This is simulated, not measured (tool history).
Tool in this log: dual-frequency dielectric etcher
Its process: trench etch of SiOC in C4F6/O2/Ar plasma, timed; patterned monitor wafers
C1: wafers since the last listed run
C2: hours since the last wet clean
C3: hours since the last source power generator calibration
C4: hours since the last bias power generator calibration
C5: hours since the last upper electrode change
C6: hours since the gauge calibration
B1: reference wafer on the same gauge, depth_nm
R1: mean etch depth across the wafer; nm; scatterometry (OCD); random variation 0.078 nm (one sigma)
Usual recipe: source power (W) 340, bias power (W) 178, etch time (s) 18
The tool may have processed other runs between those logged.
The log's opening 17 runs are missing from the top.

-- hour=778.9 source power generator calibrated
run 18 hour=799.9 | source_power_(W)=340 bias_power_(W)=178 etch_time_(s)=14.5 | C1=316 C2=371.3 C3=21 C4=96.1 C5=768.3 C6=730.6 | B1=33.08 | R1=26.86
run 19 hour=837.6 | source_power_(W)=270 bias_power_(W)=178 etch_time_(s)=16 | C1=516 C2=409 C3=58.7 C4=133.8 C5=806 C6=768.3 | B1=33.09 | R1=25.34
run 20 hour=861.6 | source_power_(W)=390 bias_power_(W)=178 etch_time_(s)=15.5 | C1=328 C2=433 C3=82.7 C4=157.8 C5=830 C6=792.3 | B1=33.09 | R1=31.07
-- hour=939.4 wet clean of the chamber
run 21 hour=939.9 | source_power_(W)=340 bias_power_(W)=178 etch_time_(s)=18 | C1=743 C2=0.5 C3=161 C4=236.1 C5=908.3 C6=870.6 | B1=33.16 | R1=34.32
run 22 hour=974.4 | source_power_(W)=280 bias_power_(W)=215 etch_time_(s)=14.5 | C1=472 C2=35 C3=195.5 C4=270.6 C5=942.8 C6=905.1 | B1=33.1 | R1=24.99
run 23 hour=1167.7 | source_power_(W)=290 bias_power_(W)=160 etch_time_(s)=20.5 | C1=2645 C2=228.3 C3=388.8 C4=463.9 C5=1136.1 C6=1098.4 | B1=33.1 | R1=33.97
run 24 hour=1210 | source_power_(W)=300 bias_power_(W)=219 etch_time_(s)=21 | C1=579 C2=270.6 C3=431.1 C4=506.2 C5=1178.4 C6=1140.7 | B1=33.13 | R1=37.59
run 25 hour=1275.4 | source_power_(W)=340 bias_power_(W)=178 etch_time_(s)=18 | C1=895 C2=336 C3=496.5 C4=571.6 C5=1243.8 C6=1206.1 | B1=33.09 | R1=33.73
run 26 hour=1320.3 | source_power_(W)=340 bias_power_(W)=221 etch_time_(s)=13.5 | C1=614 C2=380.9 C3=541.4 C4=616.5 C5=1288.7 C6=1251 | B1=33.08 | R1=26.26
run 27 hour=1373 | source_power_(W)=260 bias_power_(W)=215 etch_time_(s)=20 | C1=721 C2=433.6 C3=594.1 C4=669.2 C5=1341.4 C6=1303.7 | B1=33.11 | R1=32.03
run 28 hour=1405.8 | source_power_(W)=420 bias_power_(W)=178 etch_time_(s)=18 | C1=448 C2=466.4 C3=626.9 C4=702 C5=1374.2 C6=1336.5 | B1=33.09 | R1=37.74
-- hour=1500.8 wet clean of the chamber
run 29 hour=1556.9 | source_power_(W)=340 bias_power_(W)=161 etch_time_(s)=12.5 | C1=1739 C2=56.1 C3=778 C4=853.1 C5=1525.3 C6=1487.6 | B1=33.07 | R1=23.32
run 30 hour=1618.1 | source_power_(W)=370 bias_power_(W)=161 etch_time_(s)=12.5 | C1=837 C2=117.3 C3=839.2 C4=914.3 C5=1586.5 C6=1548.8 | B1=33.14 | R1=24.43

Each row is a separate what-if for the run after 30, all from the same tool condition, not one after another. Results?
run A hour=1618.5 | source_power_(W)=340 bias_power_(W)=148 etch_time_(s)=18 | C1=5 C2=117.7 C3=839.6 C4=914.7 C5=1586.9 C6=1549.2 | B1=? | R1=?
run B hour=1618.5 | source_power_(W)=400 bias_power_(W)=158 etch_time_(s)=22.5 | C1=5 C2=117.7 C3=839.6 C4=914.7 C5=1586.9 C6=1549.2 | B1=? | R1=?
run C hour=1618.5 | source_power_(W)=300 bias_power_(W)=207 etch_time_(s)=22 | C1=5 C2=117.7 C3=839.6 C4=914.7 C5=1586.9 C6=1549.2 | B1=? | R1=?
run D hour=1618.5 | source_power_(W)=370 bias_power_(W)=189 etch_time_(s)=20.5 | C1=5 C2=117.7 C3=839.6 C4=914.7 C5=1586.9 C6=1549.2 | B1=? | R1=?

run=A B1=33.1 R1=33.01
run=B B1=33.1 R1=45.92
run=C B1=33.1 R1=39.3
run=D B1=33.1 R1=41.12
With the hidden condition removed and each run's random variation left untouched, the same runs would have given:
run=A R1=33.25
run=B R1=46.25
run=C R1=39.59
run=D R1=41.42
